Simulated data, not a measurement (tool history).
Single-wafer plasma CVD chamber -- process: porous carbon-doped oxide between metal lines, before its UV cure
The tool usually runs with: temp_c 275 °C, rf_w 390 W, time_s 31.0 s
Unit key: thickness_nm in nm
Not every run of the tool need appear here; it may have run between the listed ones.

run,day,temp_c,rf_w,time_s,"read-back reference wafer on the same gauge, thickness_nm",thickness_nm
1,0.000,275,390,31.0,167.180,171.987
2,4.192,275,390,31.0,166.488,170.269
3,6.296,275,330,31.0,166.588,145.367
4,7.871,275,330,31.0,167.185,145.239
5,10.800,265,390,33.1,166.670,196.025
6,14.092,265,390,33.1,167.261,197.406
7,15.967,265,390,33.1,167.237,196.468
8,17.950,275,390,31.0,166.914,170.190
9,20.346,275,390,31.0,166.543,171.552
# day 24.829: RF generator calibrated
10,24.850,275,390,31.0,166.724,178.359
11,26.871,275,390,31.0,166.913,176.754
# day 27.704: thermocouple changed; heater temperature recalibrated
12,31.100,275,390,31.0,167.053,170.921
13,33.879,275,390,31.0,166.553,168.501
# day 37.162: gauge calibrated
14,39.021,275,390,31.0,167.094,168.398
15,40.938,281,390,29.4,166.375,153.717
16,45.288,284,390,35.2,167.264,177.803
17,48.158,266,465,33.8,167.145,227.864
18,51.221,285,420,31.0,167.397,167.571
19,55.088,275,430,33.3,167.625,194.872
20,57.412,275,390,31.0,167.464,165.409
21,60.862,275,390,31.0,167.235,165.211
# day 61.458: showerhead replaced
22,64.075,286,390,36.8,167.290,181.087
23,66.321,275,390,31.0,166.691,166.222
24,69.325,265,390,33.1,167.378,191.319
25,72.396,287,365,28.8,167.097,133.221
26,74.754,275,390,31.0,166.907,167.104
27,76.579,275,390,34.9,167.197,185.727
28,78.196,263,390,34.4,167.373,200.838
29,80.208,288,390,31.0,167.037,151.625

Measured result minus the same run's result without the hidden state. Both carry the same run-to-run variation, though not necessarily the same gauge scatter:
The tool's hidden condition here consists of: wafer temperature above the value expected at the setpoint (K); delivered RF power above the setpoint (%); gauge reads high (%).
run,thickness_nm
1,+0.068
2,+0.034
3,-0.117
4,-0.123
5,+0.296
6,+0.351
7,+0.389
8,+0.118
9,+0.165
10,+6.437
11,+6.457
12,-1.939
13,-2.192
14,-2.687
15,-2.600
16,-3.414
17,-4.144
18,-3.650
19,-4.573
20,-4.108
21,-4.323
22,-4.964
23,-4.662
24,-5.506
25,-4.064
26,-5.082
27,-5.727
28,-6.176
29,-4.871
